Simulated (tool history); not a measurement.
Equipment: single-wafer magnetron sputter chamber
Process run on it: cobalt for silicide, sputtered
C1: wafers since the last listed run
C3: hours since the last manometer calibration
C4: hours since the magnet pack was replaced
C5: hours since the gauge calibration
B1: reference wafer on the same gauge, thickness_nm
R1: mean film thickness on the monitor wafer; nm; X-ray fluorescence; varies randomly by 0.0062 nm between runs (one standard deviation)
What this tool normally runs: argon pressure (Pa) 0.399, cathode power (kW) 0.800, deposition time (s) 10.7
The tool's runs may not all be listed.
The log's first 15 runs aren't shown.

Run 16, hour 183.6: usual settings but cathode power (kW) 0.650, deposition time (s) 12.1; C1 463; wafers on the sputter target 5426; C3 37.3; C4 4527.4; C5 16.6; B1 4.709. Result: R1 3.720 nm.
Run 17, hour 194.5: usual settings but argon pressure (Pa) 0.305; C1 328; wafers on the sputter target 5754; C3 48.2; C4 4538.3; C5 27.5; B1 4.711. Result: R1 4.192 nm.
Run 18, hour 210.7: usual settings; C1 487; wafers on the sputter target 6241; C3 64.4; C4 4554.5; C5 43.7; B1 4.711. Result: R1 4.044 nm.
Run 19, hour 217.6: usual settings but argon pressure (Pa) 0.248, cathode power (kW) 0.700, deposition time (s) 9.8; C1 207; wafers on the sputter target 6449; C3 71.3; C4 4561.4; C5 50.6; B1 4.712. Result: R1 3.421 nm.
Run 20, hour 225.4: usual settings but cathode power (kW) 0.600, deposition time (s) 11.5; C1 234; wafers on the sputter target 6684; C3 79.1; C4 4569.2; C5 58.4; B1 4.708. Result: R1 3.264 nm.
Run 21, hour 242.0: usual settings but cathode power (kW) 0.900; C1 499; wafers on the sputter target 7184; C3 95.7; C4 4585.8; C5 75.0; B1 4.707. Result: R1 4.552 nm.
At hour 266.0: sputter target and shields replaced.
Run 22, hour 266.5: usual settings but cathode power (kW) 0.950; C1 496; wafers on the sputter target 15; C3 120.2; C4 4610.3; C5 99.5; B1 4.711. Result: R1 4.901 nm.
Run 23, hour 293.0: usual settings but argon pressure (Pa) 0.305; C1 797; wafers on the sputter target 813; C3 146.7; C4 4636.8; C5 126.0; B1 4.710. Result: R1 4.255 nm.
Run 24, hour 302.1: usual settings but deposition time (s) 9.3; C1 273; wafers on the sputter target 1087; C3 155.8; C4 4645.9; C5 135.1; B1 4.706. Result: R1 3.567 nm.
At hour 311.5: magnet pack replaced.
Run 25, hour 315.0: usual settings; C1 147; wafers on the sputter target 1235; C3 168.7; C4 3.5; C5 148.0; B1 4.711. Result: R1 4.092 nm.
Run 26, hour 324.4: usual settings; C1 282; wafers on the sputter target 1518; C3 178.1; C4 12.9; C5 157.4; B1 4.712. Result: R1 4.087 nm.
Run 27, hour 341.0: usual settings but cathode power (kW) 0.900, deposition time (s) 12.0; C1 499; wafers on the sputter target 2017; C3 194.7; C4 29.5; C5 174.0; B1 4.709. Result: R1 5.150 nm.
Run 28, hour 347.3: usual settings but argon pressure (Pa) 0.460, cathode power (kW) 0.900; C1 189; wafers on the sputter target 2207; C3 201.0; C4 35.8; C5 180.3; B1 4.711. Result: R1 4.499 nm.
Run 29, hour 363.2: usual settings; C1 478; wafers on the sputter target 2686; C3 216.9; C4 51.7; C5 196.2; B1 4.710. Result: R1 4.079 nm.
Run 30, hour 376.4: usual settings but argon pressure (Pa) 0.513; C1 397; wafers on the sputter target 3083; C3 230.1; C4 64.9; C5 209.4; B1 4.710. Result: R1 3.910 nm.
Run 31, hour 387.9: usual settings; C1 346; wafers on the sputter target 3429; C3 241.6; C4 76.4; C5 220.9; B1 4.707. Result: R1 4.070 nm.
Run 32, hour 398.4: usual settings but argon pressure (Pa) 0.478, cathode power (kW) 0.600, deposition time (s) 12.0; C1 316; wafers on the sputter target 3745; C3 252.1; C4 86.9; C5 231.4; B1 4.708. Result: R1 3.324 nm.
Run 33, hour 415.9: usual settings but argon pressure (Pa) 0.463, cathode power (kW) 0.700; C1 526; wafers on the sputter target 4272; C3 269.6; C4 104.4; C5 248.9; B1 4.712. Result: R1 3.480 nm.
Run 34, hour 425.1: usual settings but deposition time (s) 11.4; C1 276; wafers on the sputter target 4549; C3 278.8; C4 113.6; C5 258.1; B1 4.710. Result: R1 4.327 nm.

Forecast each of these 5 alternatives for the next run:
Run A, hour 425.5: usual settings; C1 12; wafers on the sputter target 4561; C3 279.2; C4 114.0; C5 258.5; B1 ?. Result: R1 ?.
Run B, hour 425.5: usual settings but argon pressure (Pa) 0.320; C1 12; wafers on the sputter target 4561; C3 279.2; C4 114.0; C5 258.5; B1 ?. Result: R1 ?.
Run C, hour 425.5: usual settings but argon pressure (Pa) 0.297, cathode power (kW) 0.850, deposition time (s) 12.3; C1 12; wafers on the sputter target 4561; C3 279.2; C4 114.0; C5 258.5; B1 ?. Result: R1 ?.
Run D, hour 425.5: usual settings but cathode power (kW) 0.700; C1 12; wafers on the sputter target 4561; C3 279.2; C4 114.0; C5 258.5; B1 ?. Result: R1 ?.
Run E, hour 425.5: usual settings but deposition time (s) 12.7; C1 12; wafers on the sputter target 4561; C3 279.2; C4 114.0; C5 258.5; B1 ?. Result: R1 ?.

run     B1     R1
  A  4.707  4.056
  B  4.707  4.171
  C  4.707  5.137
  D  4.707  3.549
  E  4.707  4.814
With the hidden condition removed and each run's random variation left untouched, the same runs would have given:
run     R1
  A  4.122
  B  4.240
  C  5.221
  D  3.607
  E  4.893
